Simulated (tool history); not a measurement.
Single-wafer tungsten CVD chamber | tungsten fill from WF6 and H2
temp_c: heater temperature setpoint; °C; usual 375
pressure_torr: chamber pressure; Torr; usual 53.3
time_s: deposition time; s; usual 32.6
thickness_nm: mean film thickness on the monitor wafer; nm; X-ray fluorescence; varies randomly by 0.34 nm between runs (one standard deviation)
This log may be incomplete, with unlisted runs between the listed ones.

| run | day | temp_c | pressure_torr | time_s | read-back reference wafer on the same gauge, thickness_nm | thickness_nm |
|---|---|---|---|---|---|---|
| 1 | 0.000 | 375 | 53.3 | 32.6 | 79.391 | 74.819 |
| 2 | 0.617 | 375 | 53.3 | 32.6 | 79.383 | 74.894 |
| 3 | 0.988 | 375 | 53.3 | 32.6 | 79.297 | 73.761 |
| 4 | 1.525 | 375 | 53.3 | 32.6 | 79.224 | 74.304 |
| 5 | 1.929 | 375 | 53.3 | 32.6 | 79.321 | 74.727 |
| 6 | 2.542 | 375 | 53.3 | 32.6 | 79.402 | 73.974 |
| 7 | 3.233 | 375 | 53.3 | 32.6 | 79.280 | 73.785 |
| 8 | 3.575 | 375 | 53.3 | 32.6 | 79.150 | 73.590 |
| 9 | 4.054 | 375 | 58.3 | 32.6 | 79.229 | 77.243 |
| 10 | 4.375 | 375 | 58.3 | 32.6 | 79.395 | 77.412 |
| 11 | 4.983 | 375 | 58.3 | 32.6 | 79.263 | 76.394 |
| 12 | 5.350 | 375 | 53.3 | 30.5 | 79.269 | 68.233 |
| 13 | 5.608 | 375 | 53.3 | 32.6 | 79.411 | 73.001 |
|  | 6.088 | thermocouple changed; heater temperature recalibrated |
| 14 | 6.150 | 375 | 53.3 | 32.6 | 79.416 | 80.506 |
| 15 | 6.733 | 375 | 49.6 | 32.6 | 79.263 | 77.529 |
|  | 7.038 | gauge calibrated |
| 16 | 7.142 | 375 | 49.6 | 32.6 | 79.358 | 77.077 |
| 17 | 7.529 | 375 | 49.6 | 32.6 | 79.250 | 76.947 |
| 18 | 8.179 | 375 | 53.3 | 36.0 | 79.285 | 88.425 |
| 19 | 8.717 | 383 | 48.4 | 32.6 | 79.272 | 88.342 |
| 20 | 9.379 | 375 | 62.1 | 32.6 | 79.531 | 87.208 |
|  | 10.025 | showerhead replaced, of another model than before |
| 21 | 10.046 | 375 | 53.3 | 32.6 | 79.286 | 80.740 |
| 22 | 10.858 | 375 | 53.3 | 32.6 | 79.350 | 80.087 |
| 23 | 11.967 | 381 | 49.1 | 30.3 | 79.210 | 79.262 |
| 24 | 12.629 | 375 | 57.2 | 29.6 | 79.111 | 76.180 |
| 25 | 13.100 | 386 | 45.0 | 30.6 | 79.370 | 81.240 |
|  | 13.812 | capacitance manometer re-zeroed and calibrated |
| 26 | 13.833 | 375 | 57.4 | 26.3 | 79.284 | 67.936 |
| 27 | 14.204 | 389 | 53.3 | 32.6 | 79.379 | 101.971 |
| 28 | 14.754 | 384 | 53.3 | 29.9 | 79.279 | 86.841 |
| 29 | 15.392 | 375 | 57.2 | 32.6 | 79.155 | 84.089 |
| 30 | 15.904 | 362 | 43.7 | 35.1 | 79.233 | 58.492 |
| 31 | 16.379 | 366 | 40.2 | 32.6 | 79.451 | 54.958 |
| 32 | 17.046 | 375 | 53.3 | 32.6 | 79.401 | 79.836 |
| 33 | 17.408 | 375 | 53.3 | 32.6 | 79.270 | 80.211 |
| 34 | 18.062 | 375 | 63.9 | 32.6 | 79.252 | 88.908 |

What would each run have given without the hidden state, its run-to-run variation left as it was?
Hidden state at play: wafer temperature above the value expected at the setpoint (K); true pressure above the setpoint (%); gauge reads high (%).
| run | thickness_nm |
|---|---|
| 1 | 79.774 |
| 2 | 80.041 |
| 3 | 78.943 |
| 4 | 79.691 |
| 5 | 80.273 |
| 6 | 79.661 |
| 7 | 79.684 |
| 8 | 79.587 |
| 9 | 83.707 |
| 10 | 84.005 |
| 11 | 83.119 |
| 12 | 74.359 |
| 13 | 79.646 |
| 14 | 79.735 |
| 15 | 76.788 |
| 16 | 76.345 |
| 17 | 76.220 |
| 18 | 87.601 |
| 19 | 87.560 |
| 20 | 86.429 |
| 21 | 80.041 |
| 22 | 79.427 |
| 23 | 78.680 |
| 24 | 75.641 |
| 25 | 80.718 |
| 26 | 67.524 |
| 27 | 101.416 |
| 28 | 86.407 |
| 29 | 83.710 |
| 30 | 58.250 |
| 31 | 54.765 |
| 32 | 79.632 |
| 33 | 80.044 |
| 34 | 88.802 |
